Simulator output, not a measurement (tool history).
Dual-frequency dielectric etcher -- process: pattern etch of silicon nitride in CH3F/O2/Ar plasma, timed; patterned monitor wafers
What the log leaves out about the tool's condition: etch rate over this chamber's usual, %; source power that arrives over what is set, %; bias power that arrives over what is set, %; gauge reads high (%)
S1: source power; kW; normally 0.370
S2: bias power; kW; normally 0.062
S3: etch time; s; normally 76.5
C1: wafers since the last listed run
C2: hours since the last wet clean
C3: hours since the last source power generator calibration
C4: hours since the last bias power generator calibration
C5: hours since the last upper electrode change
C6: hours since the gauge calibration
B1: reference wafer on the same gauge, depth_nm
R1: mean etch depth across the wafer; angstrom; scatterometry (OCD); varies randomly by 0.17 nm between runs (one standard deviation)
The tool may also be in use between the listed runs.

Run 1, hour 0.0: usual settings but S1 0.420 kW; C1 0; C2 0.5; C3 1618.1; C4 31.7; C5 5189.0; C6 686.3; B1 60.50. Result: R1 544.6 angstrom.
Run 2, hour 19.1: usual settings; C1 268; C2 19.6; C3 1637.2; C4 50.8; C5 5208.1; C6 705.4; B1 60.50. Result: R1 507.9 angstrom.
Run 3, hour 36.3: usual settings; C1 241; C2 36.8; C3 1654.4; C4 68.0; C5 5225.3; C6 722.6; B1 60.49. Result: R1 504.3 angstrom.
At hour 68.3: upper electrode replaced.
Run 4, hour 68.8: usual settings; C1 119; C2 69.3; C3 1686.9; C4 100.5; C5 0.5; C6 755.1; B1 60.53. Result: R1 501.8 angstrom.
Run 5, hour 84.0: usual settings; C1 213; C2 84.5; C3 1702.1; C4 115.7; C5 15.7; C6 770.3; B1 60.54. Result: R1 503.5 angstrom.
Run 6, hour 99.3: usual settings but S2 0.053 kW; C1 215; C2 99.8; C3 1717.4; C4 131.0; C5 31.0; C6 785.6; B1 60.57. Result: R1 475.4 angstrom.
Run 7, hour 118.6: usual settings but S2 0.053 kW; C1 271; C2 119.1; C3 1736.7; C4 150.3; C5 50.3; C6 804.9; B1 60.47. Result: R1 475.2 angstrom.
Run 8, hour 130.7: usual settings but S2 0.053 kW; C1 170; C2 131.2; C3 1748.8; C4 162.4; C5 62.4; C6 817.0; B1 60.47. Result: R1 473.6 angstrom.
Run 9, hour 158.6: usual settings but S1 0.310 kW, S2 0.071 kW, S3 95.5 s; C1 392; C2 159.1; C3 1776.7; C4 190.3; C5 90.3; C6 844.9; B1 60.45. Result: R1 587.9 angstrom.
Run 10, hour 178.7: usual settings but S2 0.054 kW, S3 71.0 s; C1 282; C2 179.2; C3 1796.8; C4 210.4; C5 110.4; C6 865.0; B1 60.44. Result: R1 438.6 angstrom.
Run 11, hour 198.9: usual settings but S1 0.320 kW, S3 93.5 s; C1 284; C2 199.4; C3 1817.0; C4 230.6; C5 130.6; C6 885.2; B1 60.53. Result: R1 557.5 angstrom.
Run 12, hour 222.5: usual settings but S1 0.440 kW, S2 0.056 kW, S3 89.5 s; C1 331; C2 223.0; C3 1840.6; C4 254.2; C5 154.2; C6 908.8; B1 60.52. Result: R1 620.6 angstrom.
Run 13, hour 237.2: usual settings but S2 0.054 kW, S3 60.0 s; C1 206; C2 237.7; C3 1855.3; C4 268.9; C5 168.9; C6 923.5; B1 60.48. Result: R1 371.0 angstrom.
At hour 262.4: gauge calibrated.
Run 14, hour 263.0: usual settings but S3 88.5 s; C1 362; C2 263.5; C3 1881.1; C4 294.7; C5 194.7; C6 0.6; B1 60.49. Result: R1 575.4 angstrom.
Run 15, hour 287.4: usual settings but S2 0.048 kW, S3 61.0 s; C1 343; C2 287.9; C3 1905.5; C4 319.1; C5 219.1; C6 25.0; B1 60.50. Result: R1 361.4 angstrom.
At hour 299.4: source power generator calibrated.
Run 16, hour 307.5: usual settings but S2 0.070 kW, S3 55.5 s; C1 226; C2 308.0; C3 8.1; C4 339.2; C5 239.2; C6 45.1; B1 60.52. Result: R1 377.6 angstrom.
Run 17, hour 323.7: usual settings but S2 0.066 kW, S3 82.5 s; C1 227; C2 324.2; C3 24.3; C4 355.4; C5 255.4; C6 61.3; B1 60.49. Result: R1 544.7 angstrom.
Run 18, hour 349.6: usual settings but S1 0.450 kW, S2 0.051 kW, S3 68.5 s; C1 364; C2 350.1; C3 50.2; C4 381.3; C5 281.3; C6 87.2; B1 60.53. Result: R1 460.0 angstrom.
Run 19, hour 375.6: usual settings but S1 0.330 kW; C1 365; C2 376.1; C3 76.2; C4 407.3; C5 307.3; C6 113.2; B1 60.46. Result: R1 459.0 angstrom.
Run 20, hour 401.3: usual settings but S1 0.450 kW; C1 361; C2 401.8; C3 101.9; C4 433.0; C5 333.0; C6 138.9; B1 60.50. Result: R1 550.4 angstrom.
At hour 426.7: wet clean of the chamber.
Run 21, hour 428.4: usual settings but S2 0.076 kW; C1 43; C2 1.7; C3 129.0; C4 460.1; C5 360.1; C6 166.0; B1 60.48. Result: R1 548.3 angstrom.
Run 22, hour 458.7: usual settings but S2 0.057 kW; C1 426; C2 32.0; C3 159.3; C4 490.4; C5 390.4; C6 196.3; B1 60.47. Result: R1 492.0 angstrom.
Run 23, hour 489.7: usual settings; C1 436; C2 63.0; C3 190.3; C4 521.4; C5 421.4; C6 227.3; B1 60.61. Result: R1 501.7 angstrom.
Run 24, hour 505.8: usual settings; C1 226; C2 79.1; C3 206.4; C4 537.5; C5 437.5; C6 243.4; B1 60.53. Result: R1 501.7 angstrom.
Run 25, hour 532.7: usual settings; C1 378; C2 106.0; C3 233.3; C4 564.4; C5 464.4; C6 270.3; B1 60.50. Result: R1 504.3 angstrom.
Run 26, hour 567.2: usual settings but S1 0.300 kW, S2 0.052 kW; C1 485; C2 140.5; C3 267.8; C4 598.9; C5 498.9; C6 304.8; B1 60.45. Result: R1 407.6 angstrom.
Run 27, hour 591.7: usual settings; C1 344; C2 165.0; C3 292.3; C4 623.4; C5 523.4; C6 329.3; B1 60.47. Result: R1 501.2 angstrom.
Run 28, hour 613.0: usual settings; C1 299; C2 186.3; C3 313.6; C4 644.7; C5 544.7; C6 350.6; B1 60.49. Result: R1 502.4 angstrom.
Run 29, hour 644.3: usual settings but S2 0.071 kW, S3 90.0 s; C1 440; C2 217.6; C3 344.9; C4 676.0; C5 576.0; C6 381.9; B1 60.48. Result: R1 616.7 angstrom.
Run 30, hour 662.2: usual settings but S1 0.290 kW, S2 0.047 kW, S3 69.0 s; C1 251; C2 235.5; C3 362.8; C4 693.9; C5 593.9; C6 399.8; B1 60.47. Result: R1 344.3 angstrom.

Give the tool's hidden conditions for every run:
source power that arrives over what is set, %: 0 at every run
bias power that arrives over what is set, %: 0 at every run
gauge reads high (%): 0 at every run
H1: etch rate over this chamber's usual, %
run       H1
  1   -0.142
  2   -0.271
  3   -0.387
  4   -0.606
  5   -0.709
  6   -0.813
  7   -0.943
  8    -1.02
  9    -1.21
 10    -1.35
 11    -1.49
 12    -1.64
 13    -1.74
 14    -1.92
 15    -2.08
 16    -2.22
 17    -2.33
 18     -2.5
 19    -2.68
 20    -2.85
 21    0.156
 22  -0.0492
 23   -0.259
 24   -0.367
 25   -0.549
 26   -0.782
 27   -0.948
 28    -1.09
 29     -1.3
 30    -1.42
